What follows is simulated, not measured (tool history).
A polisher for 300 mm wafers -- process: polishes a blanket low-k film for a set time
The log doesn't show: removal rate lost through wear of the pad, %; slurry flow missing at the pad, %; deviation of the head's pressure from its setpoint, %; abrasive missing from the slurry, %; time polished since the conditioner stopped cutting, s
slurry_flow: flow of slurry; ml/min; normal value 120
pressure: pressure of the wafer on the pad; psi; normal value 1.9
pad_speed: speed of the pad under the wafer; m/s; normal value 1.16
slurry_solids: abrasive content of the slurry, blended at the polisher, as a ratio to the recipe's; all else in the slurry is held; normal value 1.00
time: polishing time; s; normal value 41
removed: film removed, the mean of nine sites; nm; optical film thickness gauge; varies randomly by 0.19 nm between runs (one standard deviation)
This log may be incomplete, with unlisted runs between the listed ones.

run     day  slurry_flow  pressure  pad_speed  slurry_solids  time  wafers since the last listed run  wafers polished on this pad  hours since the slurry nozzle was cleaned  hours since the head pressure was calibrated  hours since the slurry blender was calibrated  hours since the conditioning disc was replaced  incoming thickness of the incoming film, nm  removed
  1   0.000          120       1.9       1.16           1.00    41                                 0                         1513                                      250.2                                        1076.5                                          173.0                                           104.8                                        690.9     14.5
      0.250  -- worn pad replaced by a new one
  2   1.192          120       1.9       1.16           1.00    41                               429                          394                                      278.8                                        1105.1                                          201.6                                           133.4                                        691.0     15.2
  3   2.146          120       1.9       1.16           1.00    41                               399                          794                                      301.7                                        1128.0                                          224.5                                           156.3                                        695.0     14.7
  4   2.850          120       1.9       1.16           1.00    41                               295                         1089                                      318.6                                        1144.9                                          241.4                                           173.2                                        688.7     14.5
  5   3.858          120       1.9       1.16           1.15    41                               422                         1512                                      342.8                                        1169.1                                          265.6                                           197.4                                        700.1     14.6
      4.842  -- worn pad replaced by a new one
  6   5.008          120       1.9       1.16           1.15    41                               412                           69                                      370.4                                        1196.7                                          293.2                                           225.0                                        694.0     15.8
  7   6.029          120       1.6       1.16           1.00    41                               427                          497                                      394.9                                        1221.2                                          317.7                                           249.5                                        696.1     13.2
  8   6.650          120       1.6       1.16           1.00    41                               260                          757                                      409.8                                        1236.1                                          332.6                                           264.4                                        694.8     12.8
      6.888  -- conditioning disc replaced and pad reconditioned
  9   8.138          120       1.6       1.16           1.00    41                               588                         1345                                      445.5                                        1271.8                                          368.3                                            30.0                                        685.8     12.0
 10   8.700          120       1.9       1.16           1.00    41                               235                         1581                                      459.0                                        1285.3                                          381.8                                            43.5                                        693.0     13.2
      9.508  -- worn pad replaced by a new one
      9.571  -- slurry nozzle cleaned
      9.938  -- slurry blender recalibrated
 11  10.150          120       1.9       1.34           1.00    41                               485                          217                                       13.9                                        1320.1                                            5.1                                            78.3                                        683.2     17.7
 12  10.729          120       1.9       1.16           1.00    31                               242                          459                                       27.8                                        1334.0                                           19.0                                            92.2                                        688.4     12.1
 13  11.892          120       2.2       1.48           0.90    28                               487                          946                                       55.7                                        1361.9                                           46.9                                           120.1                                        690.5     13.6
     12.117  -- head pressure recalibrated
 14  13.167           90       1.9       1.16           1.00    41                               499                         1446                                       86.3                                          25.2                                           77.5                                           150.7                                        687.6     13.3
     13.496  -- worn pad replaced by a new one
 15  14.521          150       1.9       1.16           1.00    41                               497                          429                                      118.8                                          57.7                                          110.0                                           183.2                                        684.6     16.5
 16  15.158          120       1.9       1.16           1.00    49                               267                          696                                      134.1                                          73.0                                          125.3                                           198.5                                        694.7     18.7
 17  16.058          120       1.9       1.16           1.00    41                               377                         1073                                      155.7                                          94.6                                          146.9                                           220.1                                        691.9     15.0
 18  16.829          120       1.9       1.16           1.00    41                               323                         1396                                      174.2                                         113.1                                          165.4                                           238.6                                        693.2     14.7
     17.171  -- worn pad replaced by a new one
 19  17.388          120       2.2       1.16           1.00    47                               164                           91                                      187.6                                         126.5                                          178.8                                           252.0                                        683.4     20.2
 20  17.892          130       1.9       1.02           1.10    28                               211                          302                                      199.7                                         138.6                                          190.9                                           264.1                                        683.0     10.2
 21  18.667          110       2.4       1.48           1.00    41                               324                          627                                      218.3                                         157.2                                          209.5                                           282.7                                        700.1     21.8
 22  19.717           85       1.7       1.34           1.00    41                               440                         1067                                      243.5                                         182.4                                          234.7                                           307.9                                        682.6     13.8
     20.496  -- conditioning disc replaced and pad reconditioned
 23  20.612          110       2.4       1.48           1.00    41                               340                         1407                                      265.0                                         203.9                                          256.2                                             2.8                                        688.4     20.3

Difference, measured minus no-hidden-state, one row per run. Run-to-run variation is common to both terms; the gauge's own scatter need not be:
run  removed
  1     -2.4
  2     -1.3
  3     -1.7
  4     -2.0
  5     -2.8
  6     -1.7
  7     -1.7
  8     -1.8
  9     -2.5
 10     -3.2
 11     -0.6
 12     -0.5
 13     -1.0
 14     -1.9
 15     -0.6
 16     -1.1
 17     -1.3
 18     -1.8
 19     -1.0
 20     -0.5
 21     -1.6
 22     -1.7
 23     -3.1
